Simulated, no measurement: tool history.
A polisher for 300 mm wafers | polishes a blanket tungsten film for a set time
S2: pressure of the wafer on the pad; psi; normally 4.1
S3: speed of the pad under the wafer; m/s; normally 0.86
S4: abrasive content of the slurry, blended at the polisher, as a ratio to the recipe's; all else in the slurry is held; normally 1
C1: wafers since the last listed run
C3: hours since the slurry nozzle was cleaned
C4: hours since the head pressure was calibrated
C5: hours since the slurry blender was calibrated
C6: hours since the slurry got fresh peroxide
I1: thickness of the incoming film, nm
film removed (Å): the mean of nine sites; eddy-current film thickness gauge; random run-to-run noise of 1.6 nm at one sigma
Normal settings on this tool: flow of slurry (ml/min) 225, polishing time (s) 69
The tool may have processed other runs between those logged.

run 1 hour=0 | flow_of_slurry_(ml/min)=225 S2=4.1 S3=0.86 S4=1 polishing_time_(s)=69 | C1=0 wafers_polished_on_this_pad=628 C3=474.4 C4=78.3 C5=251.3 C6=108.6 | I1=1416.3 | film_removed_(Å)=2568
run 2 hour=33.2 | flow_of_slurry_(ml/min)=225 S2=4.1 S3=0.86 S4=1 polishing_time_(s)=69 | C1=329 wafers_polished_on_this_pad=958 C3=507.6 C4=111.5 C5=284.5 C6=141.8 | I1=1433.8 | film_removed_(Å)=2592
-- hour=34.7 slurry nozzle cleaned
run 3 hour=100.1 | flow_of_slurry_(ml/min)=225 S2=4.1 S3=0.86 S4=1 polishing_time_(s)=69 | C1=654 wafers_polished_on_this_pad=1613 C3=65.4 C4=178.4 C5=351.4 C6=208.7 | I1=1409 | film_removed_(Å)=2583
run 4 hour=169 | flow_of_slurry_(ml/min)=225 S2=4.1 S3=0.86 S4=1 polishing_time_(s)=69 | C1=684 wafers_polished_on_this_pad=2298 C3=134.3 C4=247.3 C5=420.3 C6=277.6 | I1=1414 | film_removed_(Å)=2574
run 5 hour=194.1 | flow_of_slurry_(ml/min)=225 S2=4.1 S3=0.86 S4=1 polishing_time_(s)=69 | C1=249 wafers_polished_on_this_pad=2547 C3=159.4 C4=272.4 C5=445.4 C6=302.7 | I1=1421.1 | film_removed_(Å)=2580
-- hour=197.1 slurry blender recalibrated
run 6 hour=231.5 | flow_of_slurry_(ml/min)=225 S2=4.1 S3=0.86 S4=1 polishing_time_(s)=69 | C1=351 wafers_polished_on_this_pad=2899 C3=196.8 C4=309.8 C5=34.4 C6=340.1 | I1=1425.7 | film_removed_(Å)=2562
-- hour=242.8 slurry tank refilled with fresh slurry and peroxide
run 7 hour=281.7 | flow_of_slurry_(ml/min)=225 S2=4.1 S3=0.86 S4=1 polishing_time_(s)=69 | C1=488 wafers_polished_on_this_pad=3388 C3=247 C4=360 C5=84.6 C6=38.9 | I1=1428.2 | film_removed_(Å)=2583
-- hour=294.2 worn pad replaced by a new one
run 8 hour=324.5 | flow_of_slurry_(ml/min)=225 S2=4.1 S3=0.86 S4=1 polishing_time_(s)=69 | C1=385 wafers_polished_on_this_pad=300 C3=289.8 C4=402.8 C5=127.4 C6=81.7 | I1=1448.2 | film_removed_(Å)=2610
-- hour=341.5 head pressure recalibrated
run 9 hour=361.7 | flow_of_slurry_(ml/min)=225 S2=4.1 S3=0.86 S4=1 polishing_time_(s)=69 | C1=349 wafers_polished_on_this_pad=650 C3=327 C4=20.2 C5=164.6 C6=118.9 | I1=1419.4 | film_removed_(Å)=2576
run 10 hour=417 | flow_of_slurry_(ml/min)=250 S2=4.1 S3=0.86 S4=1 polishing_time_(s)=48 | C1=549 wafers_polished_on_this_pad=1200 C3=382.3 C4=75.5 C5=219.9 C6=174.2 | I1=1412.9 | film_removed_(Å)=1813
run 11 hour=478.6 | flow_of_slurry_(ml/min)=295 S2=4.9 S3=0.7 S4=1.2 polishing_time_(s)=69 | C1=612 wafers_polished_on_this_pad=1812 C3=443.9 C4=137.1 C5=281.5 C6=235.8 | I1=1405.9 | film_removed_(Å)=2670
run 12 hour=506.7 | flow_of_slurry_(ml/min)=225 S2=4.1 S3=0.86 S4=1 polishing_time_(s)=69 | C1=279 wafers_polished_on_this_pad=2091 C3=472 C4=165.2 C5=309.6 C6=263.9 | I1=1427.1 | film_removed_(Å)=2577
run 13 hour=550.8 | flow_of_slurry_(ml/min)=225 S2=3.1 S3=0.86 S4=1.15 polishing_time_(s)=75 | C1=438 wafers_polished_on_this_pad=2529 C3=516.1 C4=209.3 C5=353.7 C6=308 | I1=1415.8 | film_removed_(Å)=2175
-- hour=599.2 slurry nozzle cleaned
run 14 hour=606.4 | flow_of_slurry_(ml/min)=225 S2=3.2 S3=0.86 S4=1 polishing_time_(s)=69 | C1=542 wafers_polished_on_this_pad=3072 C3=7.2 C4=264.9 C5=409.3 C6=363.6 | I1=1406 | film_removed_(Å)=2033
-- hour=653.8 slurry tank refilled with fresh slurry and peroxide
-- hour=661.6 slurry blender recalibrated
run 15 hour=662.1 | flow_of_slurry_(ml/min)=225 S2=4.1 S3=0.86 S4=1 polishing_time_(s)=69 | C1=523 wafers_polished_on_this_pad=3596 C3=62.9 C4=320.6 C5=0.5 C6=8.3 | I1=1395 | film_removed_(Å)=2571
-- hour=668.4 worn pad replaced by a new one
run 16 hour=708.6 | flow_of_slurry_(ml/min)=295 S2=4.9 S3=0.7 S4=1.2 polishing_time_(s)=69 | C1=422 wafers_polished_on_this_pad=398 C3=109.4 C4=367.1 C5=47 C6=54.8 | I1=1423.3 | film_removed_(Å)=2686
run 17 hour=733 | flow_of_slurry_(ml/min)=270 S2=4.1 S3=0.86 S4=1 polishing_time_(s)=69 | C1=242 wafers_polished_on_this_pad=641 C3=133.8 C4=391.5 C5=71.4 C6=79.2 | I1=1398.8 | film_removed_(Å)=2622
-- hour=776.9 head pressure recalibrated
run 18 hour=786 | flow_of_slurry_(ml/min)=225 S2=3.2 S3=0.86 S4=1 polishing_time_(s)=69 | C1=506 wafers_polished_on_this_pad=1148 C3=186.8 C4=9.1 C5=124.4 C6=132.2 | I1=1400.5 | film_removed_(Å)=2019
run 19 hour=850.6 | flow_of_slurry_(ml/min)=185 S2=4.1 S3=0.86 S4=1 polishing_time_(s)=50 | C1=641 wafers_polished_on_this_pad=1790 C3=251.4 C4=73.7 C5=189 C6=196.8 | I1=1432.7 | film_removed_(Å)=1835
run 20 hour=881.2 | flow_of_slurry_(ml/min)=225 S2=4.8 S3=0.6 S4=1 polishing_time_(s)=90 | C1=304 wafers_polished_on_this_pad=2094 C3=282 C4=104.3 C5=219.6 C6=227.4 | I1=1413.5 | film_removed_(Å)=2752
run 21 hour=923 | flow_of_slurry_(ml/min)=225 S2=4.9 S3=0.86 S4=1.15 polishing_time_(s)=69 | C1=415 wafers_polished_on_this_pad=2509 C3=323.8 C4=146.1 C5=261.4 C6=269.2 | I1=1399.1 | film_removed_(Å)=3195
run 22 hour=994.6 | flow_of_slurry_(ml/min)=225 S2=4.1 S3=0.86 S4=1 polishing_time_(s)=69 | C1=711 wafers_polished_on_this_pad=3221 C3=395.4 C4=217.7 C5=333 C6=340.8 | I1=1412 | film_removed_(Å)=2566
-- hour=1042.6 worn pad replaced by a new one
-- hour=1045.7 slurry tank refilled with fresh slurry and peroxide
run 23 hour=1053.3 | flow_of_slurry_(ml/min)=225 S2=4.1 S3=0.86 S4=1 polishing_time_(s)=69 | C1=533 wafers_polished_on_this_pad=96 C3=454.1 C4=276.4 C5=391.7 C6=7.6 | I1=1430.4 | film_removed_(Å)=2572
run 24 hour=1090.9 | flow_of_slurry_(ml/min)=225 S2=4.1 S3=0.86 S4=1 polishing_time_(s)=46 | C1=373 wafers_polished_on_this_pad=469 C3=491.7 C4=314 C5=429.3 C6=45.2 | I1=1447.3 | film_removed_(Å)=1710
-- hour=1114.2 slurry blender recalibrated
run 25 hour=1129.2 | flow_of_slurry_(ml/min)=255 S2=4.1 S3=0.68 S4=1 polishing_time_(s)=69 | C1=360 wafers_polished_on_this_pad=830 C3=530 C4=352.3 C5=15 C6=83.5 | I1=1412.7 | film_removed_(Å)=2062
run 26 hour=1186 | flow_of_slurry_(ml/min)=180 S2=4.1 S3=0.86 S4=1 polishing_time_(s)=69 | C1=564 wafers_polished_on_this_pad=1394 C3=586.8 C4=409.1 C5=71.8 C6=140.3 | I1=1407.3 | film_removed_(Å)=2526
-- hour=1213.6 head pressure recalibrated
run 27 hour=1225.3 | flow_of_slurry_(ml/min)=225 S2=4.1 S3=0.86 S4=1 polishing_time_(s)=69 | C1=370 wafers_polished_on_this_pad=1765 C3=626.1 C4=11.7 C5=111.1 C6=179.6 | I1=1429.1 | film_removed_(Å)=2621

The tool's hidden state at each run:
removal rate lost through wear of the pad, %: 0, the same for each run
slurry flow missing at the pad, %: 0, the same for each run
deviation of the head's pressure from its setpoint, %: 0, the same for each run
abrasive missing from the slurry, %: 0, the same for each run
peroxide lost from the slurry, %: 0, the same for each run

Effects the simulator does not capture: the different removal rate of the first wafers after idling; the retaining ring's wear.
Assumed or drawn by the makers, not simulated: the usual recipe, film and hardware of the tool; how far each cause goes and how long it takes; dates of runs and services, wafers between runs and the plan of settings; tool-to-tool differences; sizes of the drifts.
